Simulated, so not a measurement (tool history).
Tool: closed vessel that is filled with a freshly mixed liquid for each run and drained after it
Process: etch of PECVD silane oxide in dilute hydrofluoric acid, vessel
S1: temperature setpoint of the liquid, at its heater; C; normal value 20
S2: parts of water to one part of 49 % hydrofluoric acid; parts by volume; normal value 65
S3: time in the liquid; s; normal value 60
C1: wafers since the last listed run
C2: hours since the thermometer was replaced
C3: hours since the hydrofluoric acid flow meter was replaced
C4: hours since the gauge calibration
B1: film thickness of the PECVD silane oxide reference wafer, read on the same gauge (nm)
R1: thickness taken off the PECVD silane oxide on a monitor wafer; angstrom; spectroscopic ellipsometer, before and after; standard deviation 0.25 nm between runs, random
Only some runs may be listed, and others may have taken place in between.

run,hour,S1,S2,S3,C1,C2,C3,C4,B1,R1
1,0,20,65,60,0,2190.1,1970.4,225,130.01,327.2
2,10.2,20,65,60,985,2200.3,1980.6,235.2,129.98,323.3
3,24.2,20,90,60,1352,2214.3,1994.6,249.2,129.99,229.9
# hour 25.7: gauge calibrated
4,34.5,20,65,60,994,2224.6,2004.9,8.8,130.01,325
5,51.2,20,65,60,1613,2241.3,2021.6,25.5,130.03,324.7
6,60.4,20,65,80,888,2250.5,2030.8,34.7,130,427.9
7,71,20,65,70,1023,2261.1,2041.4,45.3,130.01,382.5
8,84.1,20,65,70,1265,2274.2,2054.5,58.4,130.01,377.4
9,96.4,20,65,60,1188,2286.5,2066.8,70.7,130,322.1
10,107,20,65,60,1023,2297.1,2077.4,81.3,130,321.5
# hour 108.4: thermometer replaced
11,113.4,23,65,60,521,5,2083.8,87.7,129.98,363.5
12,123.3,20,65,45,956,14.9,2093.7,97.6,129.99,242.9
13,134.4,20,55,60,1072,26,2104.8,108.7,130.01,384.8
14,143.6,20,65,75,888,35.2,2114,117.9,130.01,402.3
15,152.3,17,45,60,840,43.9,2122.7,126.6,130.01,420.6
# hour 158.9: hydrofluoric acid flow meter replaced
16,165.1,20,55,40,1139,56.7,6.2,139.4,130.03,286.5
17,182.2,20,65,60,1651,73.8,23.3,156.5,129.99,358.6
18,199.3,20,50,40,1651,90.9,40.4,173.6,130,316.8
19,209,17,65,45,937,100.6,50.1,183.3,130,237.2
20,225.4,24,65,60,1584,117,66.5,199.7,130,429
21,242.3,20,65,70,1632,133.9,83.4,216.6,130,414.2
22,254.2,20,65,60,1149,145.8,95.3,228.5,130,357.2
23,268.3,22,95,90,1362,159.9,109.4,242.6,130.01,385.4
24,279.7,20,55,40,1101,171.3,120.8,254,129.99,286
25,292.2,18.5,65,60,1207,183.8,133.3,266.5,130.02,334.5
# hour 292.6: gauge calibrated
26,308.7,20,75,60,1593,200.3,149.8,16.1,129.99,305.2
27,325.6,21.5,85,60,1632,217.2,166.7,33,130,282.9
28,340.3,20,65,30,1420,231.9,181.4,47.7,129.98,178
29,351.5,25,45,80,1081,243.1,192.6,58.9,129.99,864.5
30,369.4,20,40,35,1729,261,210.5,76.8,130.01,346.6
31,381.3,20,45,60,1149,272.9,222.4,88.7,130.02,522.1
32,388.4,22.5,65,30,685,280,229.5,95.8,129.98,197.1
33,404.4,20,85,60,1545,296,245.5,111.8,130,264.4

How the hidden state differs across the entries between the runs, from the last listed run before each to the first after it:
After run 3, before run 4: gauge calibrated (hour 25.7)
  nothing in the hidden state changes from one run to the other
  measured result minus the result with no hidden state, R1: -33.6 -> -46.5 angstrom
After run 10, before run 11: thermometer replaced (hour 108.4)
  hydrofluoric acid flow below the setpoint (%): 12 -> 12.1
  measured result minus the result with no hidden state, R1: -47.8 -> -54.5 angstrom
After run 15, before run 16: hydrofluoric acid flow meter replaced (hour 158.9)
  hydrofluoric acid flow below the setpoint (%): 12.3 -> 2.57
  measured result minus the result with no hidden state, R1: -62.1 -> -8.1 angstrom
After run 25, before run 26: gauge calibrated (hour 292.6)
  hydrofluoric acid flow below the setpoint (%): 3.23 -> 3.32
  measured result minus the result with no hidden state, R1: -12 -> -11.4 angstrom
